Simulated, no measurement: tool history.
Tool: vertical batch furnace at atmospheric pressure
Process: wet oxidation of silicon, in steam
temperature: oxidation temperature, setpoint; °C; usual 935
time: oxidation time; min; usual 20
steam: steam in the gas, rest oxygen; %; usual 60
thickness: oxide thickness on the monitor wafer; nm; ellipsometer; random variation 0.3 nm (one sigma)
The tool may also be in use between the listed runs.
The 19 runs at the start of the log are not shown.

run,hour,temperature,time,steam,wafers since the last listed run,hours since the last temperature calibration,hours since the steam generator was serviced,hours since the gauge calibration,"read-back reference wafer on the same gauge, thickness",thickness
# hour 788.7: thermocouples replaced and temperature profile calibrated
20,798.7,952,15,64,288,10,272,1490,76.99,66.82
21,865.4,935,24.5,55,828,76.7,338.7,1556.7,76.99,72.49
22,931.7,923,26,51,823,143,405,1623,76.98,63.08
23,959.2,935,20,60,341,170.5,432.5,1650.5,77.02,65.68
24,992.1,947,24.5,56,408,203.4,465.4,1683.4,77.07,84.24
25,1042.8,935,11,72,629,254.1,516.1,1734.1,76.9,47.75
26,1071.2,935,10.5,64,352,282.5,544.5,1762.5,76.98,42.45
27,1097.7,951,20,60,328,309,571,1789,77.03,79.36
28,1129.1,935,28.5,60,389,340.4,602.4,1820.4,76.98,87.19
29,1194.3,950,14.5,60,809,405.6,667.6,1885.6,76.97,60.63

The next listed run, before its measurement:
30,1244.1,935,20,49,618,455.4,717.4,1935.4,?,?

{"run 30": {"read-back reference wafer on the same gauge, thickness": 76.93, "thickness": 55.8}}
Were there no unlogged condition in the tool, this run, its random variation unchanged, would have produced thickness 57.11 nm.
